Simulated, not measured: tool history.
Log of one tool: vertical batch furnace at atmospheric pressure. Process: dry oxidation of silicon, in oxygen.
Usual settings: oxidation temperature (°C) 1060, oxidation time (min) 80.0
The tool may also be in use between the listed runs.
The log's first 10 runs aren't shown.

run	hour	oxidation temperature (°C)	oxidation time (min)	wafers since the last listed run	hours since the last temperature calibration	hours since the boat lift was adjusted	hours since the gauge calibration	read-back reference wafer on the same gauge, thickness	oxide thickness on the monitor wafer (Å)
11	1035.9	1046	80.0	562	4429.9	1858.2	3033.3	108.02	1096.2
# hour 1037.8: gauge calibrated
12	1115.8	1045	80.0	756	4509.8	1938.1	78.0	107.88	1087.5
13	1197.0	1045	80.0	768	4591.0	2019.3	159.2	107.97	1091.4
14	1236.4	1045	80.0	372	4630.4	2058.7	198.6	108.05	1082.2
# hour 1298.0: thermocouples replaced and temperature profile calibrated
15	1310.2	1043	80.0	471	12.2	2132.5	272.4	108.26	1041.3
16	1416.8	1043	80.0	1008	118.8	2239.1	379.0	108.13	1046.0
17	1460.9	1060	80.0	417	162.9	2283.2	423.1	107.97	1156.2
18	1536.0	1036	51.5	710	238.0	2358.3	498.2	107.99	815.6
19	1619.1	1043	80.0	786	321.1	2441.4	581.3	108.09	1045.7
20	1758.4	1073	80.0	1318	460.4	2580.7	720.6	108.15	1266.7
# hour 1814.0: boat lift adjusted
21	1851.0	1060	80.0	649	553.0	37.0	813.2	108.19	1164.5
22	1914.8	1049	69.0	603	616.8	100.8	877.0	107.96	1006.7
23	2004.3	1060	80.0	847	706.3	190.3	966.5	107.78	1165.3
24	2105.3	1060	61.0	955	807.3	291.3	1067.5	108.15	1010.2
25	2205.9	1074	108.5	952	907.9	391.9	1168.1	107.90	1508.5
26	2280.8	1053	105.5	708	982.8	466.8	1243.0	108.03	1300.7
27	2346.3	1070	47.0	619	1048.3	532.3	1308.5	108.02	949.9
28	2453.3	1060	80.0	1012	1155.3	639.3	1415.5	107.87	1175.9
29	2497.3	1060	54.5	416	1199.3	683.3	1459.5	108.24	962.7
30	2538.1	1060	80.0	386	1240.1	724.1	1500.3	107.84	1157.5
31	2626.7	1072	41.0	838	1328.7	812.7	1588.9	107.91	906.0
32	2697.5	1060	80.0	670	1399.5	883.5	1659.7	107.85	1166.2
33	2760.3	1066	100.0	594	1462.3	946.3	1722.5	108.02	1370.5
34	2819.2	1042	117.5	557	1521.2	1005.2	1781.4	108.02	1292.9

Forecast each of these 3 alternatives for the next run:
A	2825.1	1060	80.0	55	1527.1	1011.1	1787.3	?	?
B	2825.1	1085	108.5	55	1527.1	1011.1	1787.3	?	?
C	2825.1	1036	52.5	55	1527.1	1011.1	1787.3	?	?

run	read-back reference wafer on the same gauge, thickness	oxide thickness on the monitor wafer (Å)
A	108.03	1182.1
B	108.03	1631.3
C	108.03	832.2
Without the tool's hidden state the same runs would have given:
run	oxide thickness on the monitor wafer (Å)
A	1164.7
B	1606.9
C	821.1

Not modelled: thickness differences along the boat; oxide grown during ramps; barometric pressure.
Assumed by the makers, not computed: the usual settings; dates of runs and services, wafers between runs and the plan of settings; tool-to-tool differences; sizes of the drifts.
